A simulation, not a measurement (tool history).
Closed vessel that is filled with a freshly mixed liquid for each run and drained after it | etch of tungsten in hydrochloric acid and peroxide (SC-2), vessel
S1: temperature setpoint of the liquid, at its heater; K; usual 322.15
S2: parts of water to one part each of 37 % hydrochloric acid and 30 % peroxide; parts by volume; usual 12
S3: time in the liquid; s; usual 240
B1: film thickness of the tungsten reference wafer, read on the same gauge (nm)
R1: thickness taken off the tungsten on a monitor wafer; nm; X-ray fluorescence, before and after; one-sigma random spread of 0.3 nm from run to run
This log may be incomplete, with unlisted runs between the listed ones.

Run 1, hour 0: usual settings; B1 130.06. Result: R1 41.64 nm.
Run 2, hour 10.9: usual settings; B1 130.01. Result: R1 41.71 nm.
Run 3, hour 23.9: usual settings; B1 130.01. Result: R1 41.45 nm.
Run 4, hour 39.1: usual settings but S1 315.65 K; B1 130.06. Result: R1 26.82 nm.
Run 5, hour 71.9: usual settings but S1 316.65 K; B1 129.96. Result: R1 28.21 nm.
Run 6, hour 79.1: usual settings; B1 129.95. Result: R1 41.17 nm.
Run 7, hour 85.8: usual settings but S1 330.65 K, S3 105 s; B1 129.99. Result: R1 31.53 nm.
Run 8, hour 93.5: usual settings but S1 328.15 K, S2 15 parts by volume; B1 129.97. Result: R1 50.3 nm.
Run 9, hour 102.9: usual settings but S2 6.5 parts by volume, S3 160 s; B1 130. Result: R1 45.31 nm.
Run 10, hour 116.2: usual settings but S2 16.5 parts by volume, S3 280 s; B1 130. Result: R1 36.54 nm.
Run 11, hour 133.4: usual settings but S1 324.65 K; B1 129.99. Result: R1 49.05 nm.
Run 12, hour 150.9: usual settings but S1 315.15 K, S2 16.5 parts by volume, S3 105 s; B1 129.99. Result: R1 8.43 nm.
Run 13, hour 158.1: usual settings but S3 125 s; B1 130.03. Result: R1 21.63 nm.
Run 14, hour 166.5: usual settings but S1 315.15 K, S2 16.5 parts by volume, S3 105 s; B1 130.01. Result: R1 8.42 nm.
Run 15, hour 182.7: usual settings but S1 313.15 K, S2 16 parts by volume, S3 365 s; B1 130. Result: R1 26.04 nm.
Run 16, hour 194.8: usual settings; B1 129.99. Result: R1 41.1 nm.
Run 17, hour 207.9: usual settings; B1 130. Result: R1 41.06 nm.
Run 18, hour 260.1: usual settings but S1 315.65 K, S2 16.5 parts by volume; B1 129.98. Result: R1 19.81 nm.
Run 19, hour 274.6: usual settings but S1 329.15 K, S2 15 parts by volume; B1 129.97. Result: R1 53.6 nm.
Run 20, hour 282.3: usual settings but S2 17.5 parts by volume, S3 105 s; B1 130.06. Result: R1 12.99 nm.
Run 21, hour 289.5: usual settings; B1 129.97. Result: R1 40.94 nm.
Run 22, hour 320.1: usual settings but S1 326.15 K; B1 129.95. Result: R1 54.67 nm.
Run 23, hour 330.6: usual settings but S1 330.65 K, S3 105 s; B1 130.02. Result: R1 32.36 nm.
Run 24, hour 354.1: usual settings but S1 326.15 K, S2 10.5 parts by volume; B1 130. Result: R1 62.08 nm.
Run 25, hour 365.7: usual settings; B1 130.01. Result: R1 42.48 nm.
Run 26, hour 381.2: usual settings but S1 330.15 K, S2 10 parts by volume, S3 380 s; B1 130.03. Result: R1 131 nm.
Run 27, hour 393.8: usual settings but S3 110 s; B1 130. Result: R1 19.3 nm.
Run 28, hour 401.9: usual settings but S1 315.65 K, S2 7.5 parts by volume; B1 130. Result: R1 39.85 nm.
Run 29, hour 409.7: usual settings but S1 327.65 K, S2 16 parts by volume; B1 130.02. Result: R1 47.35 nm.
Run 30, hour 441.7: usual settings but S1 317.65 K, S2 9.5 parts by volume, S3 375 s; B1 130.03. Result: R1 58.78 nm.
Run 31, hour 457.6: usual settings but S1 326.15 K, S2 7.5 parts by volume, S3 375 s; B1 130. Result: R1 126.32 nm.

Removed from this log: 3 entries logged between the listed runs. Between which two listed runs does each belong, and how does the tool's hidden state at the listed run before it compare with that at the listed run after it?
Runs 2 to 3: gauge calibrated (hour 13)
  chemicals flow below the setpoint (%): 2.39 -> 2.47
  measured result minus the result with no hidden state, R1: -0.88 -> -0.9 nm
Runs 9 to 10: new drum of peroxide connected (hour 107.9)
  chemicals flow below the setpoint (%): 2.98 -> 3.06
  measured result minus the result with no hidden state, R1: -1.07 -> -1.03 nm
Runs 21 to 22: chemicals flow meter replaced (hour 304)
  chemicals flow below the setpoint (%): 4.18 -> 0.68
  measured result minus the result with no hidden state, R1: -1.53 -> -0.32 nm

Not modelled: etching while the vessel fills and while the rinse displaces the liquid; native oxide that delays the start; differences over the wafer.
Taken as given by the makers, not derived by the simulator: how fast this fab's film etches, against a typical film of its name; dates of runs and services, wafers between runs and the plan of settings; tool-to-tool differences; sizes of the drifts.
